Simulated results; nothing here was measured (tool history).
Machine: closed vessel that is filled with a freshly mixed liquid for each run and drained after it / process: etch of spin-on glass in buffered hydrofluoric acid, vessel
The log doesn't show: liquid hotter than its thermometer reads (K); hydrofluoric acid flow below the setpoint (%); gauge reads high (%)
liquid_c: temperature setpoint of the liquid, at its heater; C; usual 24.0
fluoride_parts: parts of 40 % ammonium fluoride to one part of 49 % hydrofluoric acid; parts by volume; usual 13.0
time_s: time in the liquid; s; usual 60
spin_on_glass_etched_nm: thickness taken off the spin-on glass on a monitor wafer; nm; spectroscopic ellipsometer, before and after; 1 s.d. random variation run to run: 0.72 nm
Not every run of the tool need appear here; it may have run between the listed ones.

run	hour	liquid_c	fluoride_parts	time_s	wafers since the last listed run	hours since the thermometer was replaced	hours since the hydrofluoric acid flow meter was replaced	hours since the gauge calibration	read-back film thickness of the spin-on glass reference wafer, read on the same gauge (nm)	spin_on_glass_etched_nm
1	0.0	24.0	13.0	60	0	577.1	1050.2	90.8	150.01	181.85
2	15.4	24.0	13.0	60	1227	592.5	1065.6	106.2	149.99	181.06
3	29.9	21.0	13.0	60	1155	607.0	1080.1	120.7	150.01	154.62
4	44.9	24.0	13.0	85	1195	622.0	1095.1	135.7	149.95	258.14
5	61.7	24.0	13.0	85	1339	638.8	1111.9	152.5	150.00	259.09
# hour 69.9: hydrofluoric acid flow meter replaced
6	71.6	24.0	13.0	85	709	648.7	1.7	162.4	149.99	259.48
7	83.3	24.0	15.0	60	932	660.4	13.4	174.1	149.98	159.89
8	97.2	27.5	13.0	60	1107	674.3	27.3	188.0	150.01	221.89
# hour 104.3: gauge calibrated
9	105.9	24.0	13.0	60	693	683.0	36.0	1.6	149.97	184.57
10	150.9	27.0	9.0	40	3586	728.0	81.0	46.6	150.00	200.15
# hour 155.6: thermometer replaced
11	157.1	24.0	13.0	75	414	1.5	87.2	52.8	150.02	209.85
12	173.5	24.0	13.0	30	1307	17.9	103.6	69.2	150.00	83.96
13	180.4	26.5	10.0	30	549	24.8	110.5	76.1	150.01	123.62
14	188.2	27.0	9.5	40	621	32.6	118.3	83.9	150.00	175.14
15	195.5	24.0	13.0	60	581	39.9	125.6	91.2	150.00	168.15

What if the next run were any one of these 5? Each begins from the tool's condition after run 15:
A	196.2	24.0	10.5	60	55	40.6	126.3	91.9	?	?
B	196.2	27.0	15.5	40	55	40.6	126.3	91.9	?	?
C	196.2	21.0	10.0	50	55	40.6	126.3	91.9	?	?
D	196.2	24.0	13.0	90	55	40.6	126.3	91.9	?	?
E	196.2	21.5	13.0	60	55	40.6	126.3	91.9	?	?

run	read-back film thickness of the spin-on glass reference wafer, read on the same gauge (nm)	spin_on_glass_etched_nm
A	150.01	205.98
B	150.01	110.26
C	150.01	152.70
D	150.01	250.82
E	150.01	145.81
Had the tool no hidden state, the same runs would have come out as:
run	spin_on_glass_etched_nm
A	198.72
B	106.44
C	147.21
D	241.96
E	140.57

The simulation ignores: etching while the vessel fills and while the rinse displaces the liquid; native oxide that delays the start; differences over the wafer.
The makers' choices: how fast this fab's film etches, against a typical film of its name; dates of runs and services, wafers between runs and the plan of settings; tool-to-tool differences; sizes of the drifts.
